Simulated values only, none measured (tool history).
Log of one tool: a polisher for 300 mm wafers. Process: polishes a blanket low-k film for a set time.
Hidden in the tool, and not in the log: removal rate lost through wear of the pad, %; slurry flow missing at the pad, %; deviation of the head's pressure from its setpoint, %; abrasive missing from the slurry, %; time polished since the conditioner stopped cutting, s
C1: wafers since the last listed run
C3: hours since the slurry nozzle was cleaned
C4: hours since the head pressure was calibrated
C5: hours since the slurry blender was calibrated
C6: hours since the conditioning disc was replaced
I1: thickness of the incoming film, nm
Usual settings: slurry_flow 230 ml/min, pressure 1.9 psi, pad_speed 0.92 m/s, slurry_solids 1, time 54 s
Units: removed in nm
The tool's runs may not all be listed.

run 1 hour=0 | slurry_flow=230 pressure=1.9 pad_speed=0.92 slurry_solids=1 time=39 | C1=0 wafers_polished_on_this_pad=1009 C3=673.3 C4=125.3 C5=184.6 C6=5.3 | I1=698.8 | removed=12.1
run 2 hour=19.6 | slurry_flow=230 pressure=1.9 pad_speed=0.92 slurry_solids=1 time=39 | C1=120 wafers_polished_on_this_pad=1130 C3=692.9 C4=144.9 C5=204.2 C6=24.9 | I1=710.5 | removed=12
run 3 hour=37.9 | slurry_flow=230 pressure=1.9 pad_speed=0.92 slurry_solids=1 time=39 | C1=112 wafers_polished_on_this_pad=1242 C3=711.2 C4=163.2 C5=222.5 C6=43.2 | I1=718.4 | removed=12.1
-- hour=44.3 worn pad replaced by a new one
run 4 hour=70 | slurry_flow=230 pressure=1.9 pad_speed=0.92 slurry_solids=1 time=54 | C1=173 wafers_polished_on_this_pad=158 C3=743.3 C4=195.3 C5=254.6 C6=75.3 | I1=720.4 | removed=18.5
run 5 hour=88.6 | slurry_flow=230 pressure=1.9 pad_speed=0.92 slurry_solids=1 time=54 | C1=114 wafers_polished_on_this_pad=273 C3=761.9 C4=213.9 C5=273.2 C6=93.9 | I1=708.5 | removed=18
run 6 hour=118.5 | slurry_flow=230 pressure=1.9 pad_speed=0.92 slurry_solids=1 time=54 | C1=184 wafers_polished_on_this_pad=457 C3=791.8 C4=243.8 C5=303.1 C6=123.8 | I1=707.9 | removed=17.2
run 7 hour=145.4 | slurry_flow=230 pressure=1.8 pad_speed=0.92 slurry_solids=1 time=46 | C1=165 wafers_polished_on_this_pad=622 C3=818.7 C4=270.7 C5=330 C6=150.7 | I1=720.8 | removed=13.9
run 8 hour=186.4 | slurry_flow=230 pressure=1.8 pad_speed=0.92 slurry_solids=1 time=46 | C1=252 wafers_polished_on_this_pad=875 C3=859.7 C4=311.7 C5=371 C6=191.7 | I1=722.7 | removed=13.6
run 9 hour=201.2 | slurry_flow=230 pressure=2.4 pad_speed=0.92 slurry_solids=1 time=54 | C1=91 wafers_polished_on_this_pad=966 C3=874.5 C4=326.5 C5=385.8 C6=206.5 | I1=712.9 | removed=20.6
-- hour=206.2 slurry nozzle cleaned
-- hour=217.2 slurry blender recalibrated
-- hour=226 worn pad replaced by a new one
-- hour=263.6 conditioning disc replaced and pad reconditioned
run 10 hour=264.2 | slurry_flow=230 pressure=1.9 pad_speed=0.92 slurry_solids=1 time=54 | C1=332 wafers_polished_on_this_pad=222 C3=58 C4=389.5 C5=47 C6=0.6 | I1=715.9 | removed=18.1
-- hour=305.9 head pressure recalibrated
run 11 hour=317.6 | slurry_flow=230 pressure=1.9 pad_speed=0.92 slurry_solids=1.1 time=54 | C1=316 wafers_polished_on_this_pad=539 C3=111.4 C4=11.7 C5=100.4 C6=54 | I1=701 | removed=18.5
run 12 hour=339.9 | slurry_flow=205 pressure=2.4 pad_speed=0.92 slurry_solids=1.15 time=61 | C1=137 wafers_polished_on_this_pad=676 C3=133.7 C4=34 C5=122.7 C6=76.3 | I1=712.6 | removed=25.9
run 13 hour=366.8 | slurry_flow=150 pressure=2.3 pad_speed=0.92 slurry_solids=1.2 time=66 | C1=165 wafers_polished_on_this_pad=842 C3=160.6 C4=60.9 C5=149.6 C6=103.2 | I1=719.6 | removed=25.1
run 14 hour=395.7 | slurry_flow=230 pressure=1.9 pad_speed=0.92 slurry_solids=1 time=54 | C1=177 wafers_polished_on_this_pad=1020 C3=189.5 C4=89.8 C5=178.5 C6=132.1 | I1=710.3 | removed=17
run 15 hour=413.4 | slurry_flow=230 pressure=1.9 pad_speed=0.92 slurry_solids=1 time=54 | C1=108 wafers_polished_on_this_pad=1129 C3=207.2 C4=107.5 C5=196.2 C6=149.8 | I1=709.9 | removed=17
-- hour=432.5 worn pad replaced by a new one
run 16 hour=447.8 | slurry_flow=195 pressure=1.2 pad_speed=0.92 slurry_solids=1 time=54 | C1=187 wafers_polished_on_this_pad=94 C3=241.6 C4=141.9 C5=230.6 C6=184.2 | I1=708.4 | removed=12.8
run 17 hour=461.2 | slurry_flow=265 pressure=1.9 pad_speed=0.92 slurry_solids=1 time=54 | C1=82 wafers_polished_on_this_pad=176 C3=255 C4=155.3 C5=244 C6=197.6 | I1=715.4 | removed=19
run 18 hour=485.2 | slurry_flow=230 pressure=1.7 pad_speed=0.68 slurry_solids=1 time=44 | C1=147 wafers_polished_on_this_pad=324 C3=279 C4=179.3 C5=268 C6=221.6 | I1=708 | removed=11.8
run 19 hour=513.9 | slurry_flow=230 pressure=1.9 pad_speed=0.92 slurry_solids=1 time=54 | C1=176 wafers_polished_on_this_pad=501 C3=307.7 C4=208 C5=296.7 C6=250.3 | I1=703.1 | removed=17.5
run 20 hour=530.1 | slurry_flow=230 pressure=2.1 pad_speed=0.92 slurry_solids=1.1 time=54 | C1=99 wafers_polished_on_this_pad=600 C3=323.9 C4=224.2 C5=312.9 C6=266.5 | I1=714.4 | removed=20.1
run 21 hour=547.6 | slurry_flow=230 pressure=1.9 pad_speed=0.92 slurry_solids=1 time=54 | C1=107 wafers_polished_on_this_pad=708 C3=341.4 C4=241.7 C5=330.4 C6=284 | I1=721.7 | removed=17.1

3 ways to go on from here, each from the tool as it stands after run 21. What would each give?
run A hour=548 | slurry_flow=230 pressure=1.9 pad_speed=0.76 slurry_solids=1 time=54 | C1=2 wafers_polished_on_this_pad=711 C3=341.8 C4=242.1 C5=330.8 C6=284.4 | I1=702.9 | removed=?
run B hour=548 | slurry_flow=230 pressure=1.9 pad_speed=0.7 slurry_solids=1 time=54 | C1=2 wafers_polished_on_this_pad=711 C3=341.8 C4=242.1 C5=330.8 C6=284.4 | I1=702.9 | removed=?
run C hour=548 | slurry_flow=230 pressure=1.9 pad_speed=0.8 slurry_solids=0.8 time=54 | C1=2 wafers_polished_on_this_pad=711 C3=341.8 C4=242.1 C5=330.8 C6=284.4 | I1=702.9 | removed=?

run=A removed=15.8
run=B removed=15.3
run=C removed=14.7
Without the tool's hidden state the same runs would have given:
run=A removed=18.6
run=B removed=17.9
run=C removed=17.3
